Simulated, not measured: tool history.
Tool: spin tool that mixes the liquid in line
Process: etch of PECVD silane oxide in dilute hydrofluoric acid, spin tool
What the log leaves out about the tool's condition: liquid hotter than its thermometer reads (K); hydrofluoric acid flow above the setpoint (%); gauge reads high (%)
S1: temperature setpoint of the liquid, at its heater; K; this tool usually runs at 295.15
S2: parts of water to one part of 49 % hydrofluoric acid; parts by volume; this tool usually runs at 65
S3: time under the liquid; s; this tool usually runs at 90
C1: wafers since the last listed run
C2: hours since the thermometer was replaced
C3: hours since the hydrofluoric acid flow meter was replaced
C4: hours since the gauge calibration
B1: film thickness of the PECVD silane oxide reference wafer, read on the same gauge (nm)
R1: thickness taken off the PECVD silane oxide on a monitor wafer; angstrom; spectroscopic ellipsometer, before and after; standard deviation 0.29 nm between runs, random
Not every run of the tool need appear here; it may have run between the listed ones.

| run | hour | S1 | S2 | S3 | C1 | C2 | C3 | C4 | B1 | R1 |
|---|---|---|---|---|---|---|---|---|---|---|
| 1 | 0.0 | 295.15 | 85 | 90 | 0 | 1244.8 | 932.5 | 267.5 | 79.97 | 318.2 |
| 2 | 23.1 | 295.15 | 85 | 90 | 318 | 1267.9 | 955.6 | 290.6 | 79.97 | 317.3 |
| 3 | 40.1 | 295.15 | 85 | 90 | 234 | 1284.9 | 972.6 | 307.6 | 80.01 | 318.0 |
| 4 | 73.2 | 295.15 | 65 | 90 | 456 | 1318.0 | 1005.7 | 340.7 | 80.00 | 424.0 |
| 5 | 85.9 | 295.15 | 65 | 90 | 175 | 1330.7 | 1018.4 | 353.4 | 79.96 | 422.8 |
| 6 | 104.5 | 295.15 | 65 | 90 | 256 | 1349.3 | 1037.0 | 372.0 | 79.95 | 425.1 |
| 7 | 139.1 | 297.15 | 65 | 90 | 477 | 1383.9 | 1071.6 | 406.6 | 79.98 | 465.2 |
| 8 | 151.4 | 297.15 | 65 | 90 | 169 | 1396.2 | 1083.9 | 418.9 | 80.05 | 463.7 |
| 9 | 181.6 | 295.15 | 65 | 90 | 416 | 1426.4 | 1114.1 | 449.1 | 79.98 | 425.1 |
| 10 | 205.7 | 295.15 | 45 | 90 | 332 | 1450.5 | 1138.2 | 473.2 | 79.98 | 643.6 |
| 11 | 220.1 | 295.15 | 45 | 90 | 198 | 1464.9 | 1152.6 | 487.6 | 80.00 | 627.3 |
| 12 | 233.4 | 295.15 | 45 | 90 | 183 | 1478.2 | 1165.9 | 500.9 | 79.98 | 642.1 |
|  | 246.8 | hydrofluoric acid flow meter replaced |
| 13 | 251.9 | 295.15 | 65 | 90 | 241 | 1496.7 | 5.1 | 519.4 | 80.01 | 450.7 |
|  | 256.5 | thermometer replaced |
| 14 | 282.8 | 295.15 | 65 | 90 | 412 | 26.3 | 36.0 | 550.3 | 80.03 | 449.0 |
| 15 | 313.6 | 295.15 | 65 | 90 | 424 | 57.1 | 66.8 | 581.1 | 79.97 | 452.1 |
| 16 | 337.6 | 295.15 | 65 | 90 | 330 | 81.1 | 90.8 | 605.1 | 80.04 | 455.2 |
| 17 | 356.5 | 292.65 | 65 | 90 | 260 | 100.0 | 109.7 | 624.0 | 80.00 | 406.4 |
| 18 | 381.5 | 297.15 | 65 | 90 | 344 | 125.0 | 134.7 | 649.0 | 79.99 | 493.0 |
|  | 389.4 | gauge calibrated |
|  | 394.9 | hydrofluoric acid flow meter replaced, repeated, since the last time left the tool worse |
| 19 | 399.4 | 295.15 | 65 | 90 | 233 | 142.9 | 4.5 | 10.0 | 79.99 | 396.9 |
| 20 | 428.0 | 295.15 | 65 | 90 | 394 | 171.5 | 33.1 | 38.6 | 80.03 | 396.6 |
| 21 | 443.4 | 298.65 | 80 | 90 | 212 | 186.9 | 48.5 | 54.0 | 80.01 | 365.5 |
| 22 | 469.7 | 295.15 | 65 | 55 | 362 | 213.2 | 74.8 | 80.3 | 80.00 | 246.0 |
| 23 | 498.8 | 292.65 | 65 | 90 | 401 | 242.3 | 103.9 | 109.4 | 80.02 | 363.6 |
| 24 | 530.7 | 295.15 | 65 | 90 | 439 | 274.2 | 135.8 | 141.3 | 80.01 | 404.5 |
| 25 | 565.5 | 292.65 | 55 | 135 | 479 | 309.0 | 170.6 | 176.1 | 79.98 | 649.0 |
| 26 | 587.6 | 299.15 | 90 | 90 | 304 | 331.1 | 192.7 | 198.2 | 80.00 | 332.5 |
| 27 | 607.3 | 290.65 | 75 | 40 | 271 | 350.8 | 212.4 | 217.9 | 79.98 | 127.2 |
| 28 | 641.3 | 295.15 | 65 | 90 | 468 | 384.8 | 246.4 | 251.9 | 80.02 | 399.9 |
| 29 | 675.1 | 298.15 | 65 | 145 | 466 | 418.6 | 280.2 | 285.7 | 80.02 | 731.3 |
| 30 | 707.6 | 297.15 | 75 | 105 | 448 | 451.1 | 312.7 | 318.2 | 80.01 | 433.7 |
| 31 | 736.1 | 293.65 | 65 | 125 | 392 | 479.6 | 341.2 | 346.7 | 80.04 | 536.7 |
| 32 | 757.3 | 295.15 | 65 | 90 | 292 | 500.8 | 362.4 | 367.9 | 80.02 | 406.0 |

Exercise: give the hidden state of the tool at every run:
liquid hotter than its thermometer reads (K): 0 on each run
gauge reads high (%): 0 on each run
H1: hydrofluoric acid flow above the setpoint (%)
| run | H1 |
|---|---|
| 1 | 6.09 |
| 2 | 6.23 |
| 3 | 6.33 |
| 4 | 6.52 |
| 5 | 6.6 |
| 6 | 6.71 |
| 7 | 6.91 |
| 8 | 6.98 |
| 9 | 7.16 |
| 10 | 7.31 |
| 11 | 7.39 |
| 12 | 7.47 |
| 13 | 12.3 |
| 14 | 12.5 |
| 15 | 12.7 |
| 16 | 12.8 |
| 17 | 13 |
| 18 | 13.1 |
| 19 | 0.379 |
| 20 | 0.548 |
| 21 | 0.639 |
| 22 | 0.795 |
| 23 | 0.967 |
| 24 | 1.16 |
| 25 | 1.36 |
| 26 | 1.49 |
| 27 | 1.61 |
| 28 | 1.81 |
| 29 | 2.01 |
| 30 | 2.2 |
| 31 | 2.37 |
| 32 | 2.5 |
